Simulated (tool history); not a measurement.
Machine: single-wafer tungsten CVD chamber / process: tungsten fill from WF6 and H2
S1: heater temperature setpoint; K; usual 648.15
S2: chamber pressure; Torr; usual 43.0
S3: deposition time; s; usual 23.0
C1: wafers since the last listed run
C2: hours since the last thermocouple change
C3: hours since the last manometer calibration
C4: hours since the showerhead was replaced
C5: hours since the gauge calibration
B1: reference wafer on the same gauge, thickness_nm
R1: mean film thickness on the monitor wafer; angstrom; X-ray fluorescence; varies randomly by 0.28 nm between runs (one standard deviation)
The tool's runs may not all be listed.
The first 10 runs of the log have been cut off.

| run | day | S1 | S2 | S3 | C1 | C2 | C3 | C4 | C5 | B1 | R1 |
|---|---|---|---|---|---|---|---|---|---|---|---|
| 11 | 9.708 | 648.15 | 43.0 | 23.0 | 66 | 24.5 | 4.6 | 5089.5 | 68.7 | 47.412 | 418.20 |
| 12 | 10.167 | 648.15 | 43.0 | 23.0 | 178 | 35.5 | 15.6 | 5100.5 | 79.7 | 47.443 | 419.29 |
| 13 | 10.583 | 648.15 | 43.0 | 23.0 | 162 | 45.5 | 25.6 | 5110.5 | 89.7 | 47.296 | 420.08 |
| 14 | 11.054 | 648.15 | 38.6 | 23.0 | 183 | 56.8 | 36.9 | 5121.8 | 101.0 | 47.424 | 403.06 |
| 15 | 11.608 | 648.15 | 38.6 | 23.0 | 216 | 70.1 | 50.2 | 5135.1 | 114.3 | 47.371 | 395.41 |
| 16 | 12.212 | 648.15 | 38.6 | 23.0 | 235 | 84.6 | 64.7 | 5149.6 | 128.8 | 47.386 | 398.18 |
|  | 12.675 | thermocouple changed; heater temperature recalibrated, repeated, since the last time left the tool worse |
| 17 | 12.696 | 648.15 | 43.0 | 23.0 | 58 | 0.5 | 76.3 | 5161.2 | 140.4 | 47.465 | 487.25 |
| 18 | 13.038 | 654.15 | 34.8 | 26.8 | 133 | 8.7 | 84.5 | 5169.4 | 148.6 | 47.195 | 562.63 |
|  | 13.579 | showerhead replaced |
| 19 | 13.600 | 655.15 | 43.0 | 23.0 | 89 | 22.2 | 98.0 | 0.5 | 162.1 | 47.375 | 546.10 |
| 20 | 14.238 | 648.15 | 33.3 | 18.5 | 248 | 37.5 | 113.3 | 15.8 | 177.4 | 47.453 | 340.64 |
| 21 | 14.867 | 648.15 | 43.0 | 23.0 | 245 | 52.6 | 128.4 | 30.9 | 192.5 | 47.304 | 482.35 |
| 22 | 15.596 | 635.15 | 45.8 | 20.3 | 284 | 70.1 | 145.9 | 48.4 | 210.0 | 47.373 | 339.61 |
| 23 | 15.879 | 648.15 | 43.0 | 23.0 | 110 | 76.9 | 152.7 | 55.2 | 216.8 | 47.401 | 479.37 |
| 24 | 16.596 | 652.15 | 36.1 | 25.2 | 279 | 94.1 | 169.9 | 72.4 | 234.0 | 47.465 | 520.46 |
| 25 | 17.212 | 648.15 | 43.0 | 23.0 | 240 | 108.9 | 184.7 | 87.2 | 248.8 | 47.465 | 481.08 |
| 26 | 17.600 | 648.15 | 46.6 | 26.9 | 151 | 118.2 | 194.0 | 96.5 | 258.1 | 47.303 | 585.01 |
| 27 | 18.117 | 658.15 | 43.0 | 24.2 | 201 | 130.6 | 206.4 | 108.9 | 270.5 | 47.378 | 615.15 |
| 28 | 18.446 | 648.15 | 43.0 | 23.0 | 128 | 138.5 | 214.3 | 116.8 | 278.4 | 47.350 | 479.48 |
| 29 | 19.175 | 636.15 | 43.0 | 18.5 | 284 | 156.0 | 231.8 | 134.3 | 295.9 | 47.512 | 306.05 |
| 30 | 19.612 | 648.15 | 49.1 | 23.0 | 170 | 166.5 | 242.3 | 144.8 | 306.4 | 47.468 | 518.14 |
| 31 | 20.246 | 635.15 | 34.6 | 23.0 | 247 | 181.7 | 257.5 | 160.0 | 321.6 | 47.392 | 337.75 |
|  | 20.362 | gauge calibrated |
| 32 | 20.596 | 648.15 | 43.0 | 23.0 | 136 | 190.1 | 265.9 | 168.4 | 5.6 | 47.473 | 476.58 |

3 options for the next run, each taken on its own from the tool as it stands now. Forecast them:
| A | 20.612 | 648.15 | 48.0 | 23.0 | 6 | 190.5 | 266.3 | 168.8 | 6.0 | ? | ? |
| B | 20.612 | 660.15 | 36.3 | 19.7 | 6 | 190.5 | 266.3 | 168.8 | 6.0 | ? | ? |
| C | 20.612 | 654.15 | 46.4 | 27.3 | 6 | 190.5 | 266.3 | 168.8 | 6.0 | ? | ? |

| run | B1 | R1 |
|---|---|---|
| A | 47.362 | 505.04 |
| B | 47.362 | 465.27 |
| C | 47.362 | 657.68 |
Without the tool's unlogged condition, the same runs would have read:
| run | R1 |
|---|---|
| A | 508.22 |
| B | 468.08 |
| C | 661.71 |

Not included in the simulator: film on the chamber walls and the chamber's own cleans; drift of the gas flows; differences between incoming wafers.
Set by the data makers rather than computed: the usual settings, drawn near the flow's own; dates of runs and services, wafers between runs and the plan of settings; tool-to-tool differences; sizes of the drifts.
